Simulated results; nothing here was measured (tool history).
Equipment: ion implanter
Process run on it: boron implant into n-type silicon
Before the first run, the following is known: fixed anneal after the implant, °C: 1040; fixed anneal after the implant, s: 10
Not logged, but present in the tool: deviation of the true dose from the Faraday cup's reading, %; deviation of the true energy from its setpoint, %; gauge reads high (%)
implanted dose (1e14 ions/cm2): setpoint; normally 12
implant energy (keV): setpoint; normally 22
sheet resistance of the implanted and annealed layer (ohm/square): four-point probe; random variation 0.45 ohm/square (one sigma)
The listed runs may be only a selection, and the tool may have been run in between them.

run	hour	implanted dose (1e14 ions/cm2)	implant energy (keV)	wafers since the last listed run	hours since the last dose calibration	hours since the extraction supply was calibrated	hours since the gauge calibration	read-back reference wafer on the same gauge, sheet resistance	sheet resistance of the implanted and annealed layer (ohm/square)
1	0	12	22	0	329.2	2795.5	633	87.04	98.15
2	30.9	12	22	470	360.1	2826.4	663.9	87.23	97.16
3	67.6	12	22	559	396.8	2863.1	700.6	87.02	97.41
4	99	12	22	478	428.2	2894.5	732	87.17	98.17
5	157.9	12	22	897	487.1	2953.4	790.9	87.11	97.98
6	213.2	12	22	842	542.4	3008.7	846.2	87.02	96.71
7	270.1	14.77	22	866	599.3	3065.6	903.1	87.33	82.6
8	300.3	12	17	460	629.5	3095.8	933.3	87.22	99.98
# hour 337: Faraday cup replaced and dose calibrated
9	337.6	12	17	446	0.6	3133.1	970.6	86.88	100.62
# hour 373.5: extraction supply calibrated
10	380.2	13.75	15	527	43.2	6.7	1013.2	87.03	93.08
# hour 394.4: gauge calibrated
11	418.2	15.25	24.5	578	81.2	44.7	23.8	86.91	79.94
12	449.8	12	22	481	112.8	76.3	55.4	87.05	97.76
13	480	14.32	22	460	143	106.5	85.6	86.95	85.08
14	544.7	10.15	25.5	985	207.7	171.2	150.3	87.13	110.94
15	582.1	10.93	15	569	245.1	208.6	187.7	86.95	109.57
16	637.3	12	22	840	300.3	263.8	242.9	87.07	97.67
17	690.8	10.63	18	814	353.8	317.3	296.4	87	110.17

Expected results for the next run?
18	857.2	12	18	2534	520.2	483.7	462.8	?	?

read-back reference wafer on the same gauge, sheet resistance: 86.9
sheet resistance of the implanted and annealed layer (ohm/square): 99.84
If the tool had no hidden condition, the same run with the same run-to-run variation would have returned sheet resistance of the implanted and annealed layer (ohm/square) 99.84.
